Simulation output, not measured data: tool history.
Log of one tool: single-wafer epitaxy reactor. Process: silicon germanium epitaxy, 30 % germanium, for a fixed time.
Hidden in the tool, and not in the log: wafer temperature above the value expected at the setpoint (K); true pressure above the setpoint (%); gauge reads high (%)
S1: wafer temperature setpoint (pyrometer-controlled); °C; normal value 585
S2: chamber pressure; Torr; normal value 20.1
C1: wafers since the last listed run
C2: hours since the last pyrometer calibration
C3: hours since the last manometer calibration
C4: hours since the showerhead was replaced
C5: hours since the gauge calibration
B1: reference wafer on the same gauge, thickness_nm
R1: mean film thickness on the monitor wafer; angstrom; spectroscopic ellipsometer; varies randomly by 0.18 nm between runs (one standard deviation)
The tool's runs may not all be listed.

run	hour	S1	S2	C1	C2	C3	C4	C5	B1	R1
1	0	585	22.9	0	2322.4	1098.3	3463.9	472.2	54.591	510.87
2	37.4	581	20.1	612	2359.8	1135.7	3501.3	509.6	54.62	455.19
3	126.2	581	20.1	1455	2448.6	1224.5	3590.1	598.4	54.581	455.47
4	175.8	581	20.1	812	2498.2	1274.1	3639.7	648	54.606	457.15
5	215.8	594	20.1	655	2538.2	1314.1	3679.7	688	54.602	588.17
6	318.3	594	20.1	1679	2640.7	1416.6	3782.2	790.5	54.621	594.44
7	412.1	585	20.1	1536	2734.5	1510.4	3876	884.3	54.575	502.32
# hour 430.5: capacitance manometer re-zeroed and calibrated
8	476.6	585	20.1	925	2799	46.1	3940.5	948.8	54.614	492.17
9	572.7	585	20.1	1574	2895.1	142.2	4036.6	1044.9	54.622	495.17
# hour 658.6: showerhead replaced
# hour 665.1: gauge calibrated
10	670.5	585	20.1	1471	2992.9	240	11.9	5.4	54.621	496.45
11	723.3	585	20.1	865	3045.7	292.8	64.7	58.2	54.59	494.69
12	779.4	594	20.1	919	3101.8	348.9	120.8	114.3	54.613	590.8
# hour 788.5: pyrometer calibrated
13	839.4	580	18.2	852	50.9	408.9	180.8	174.3	54.607	406.46
14	908	577	17.9	1124	119.5	477.5	249.4	242.9	54.592	381.37
15	1013.3	592	22.8	1725	224.8	582.8	354.7	348.2	54.597	550.68
16	1067.5	585	16.1	888	279	637	408.9	402.4	54.63	432.12
17	1156.4	581	17	1456	367.9	725.9	497.8	491.3	54.568	411.6
18	1208.3	590	18.8	850	419.8	777.8	549.7	543.2	54.6	502.39

Entry by entry between the runs, the difference in hidden state between the last listed run before and the first listed run after:
Runs 7 to 8: capacitance manometer re-zeroed and calibrated (hour 430.5)
  wafer temperature above the value expected at the setpoint (K): 3.58 -> 3.67; true pressure above the setpoint (%): 6.84 -> 1.02
  measured less the result without the state, R1: +43.17 -> +35.11 angstrom
Runs 9 to 10: showerhead replaced (hour 658.6); gauge calibrated (hour 665.1)
  wafer temperature above the value expected at the setpoint (K): 3.79 -> 3.92; true pressure above the setpoint (%): 1.07 -> 1.18
  measured less the result without the state, R1: +36.52 -> +37.91 angstrom
Runs 12 to 13: pyrometer calibrated (hour 788.5)
  wafer temperature above the value expected at the setpoint (K): 4.07 -> 0.0479; true pressure above the setpoint (%): 1.38 -> 1.51
  measured less the result without the state, R1: +46.03 -> +2.27 angstrom
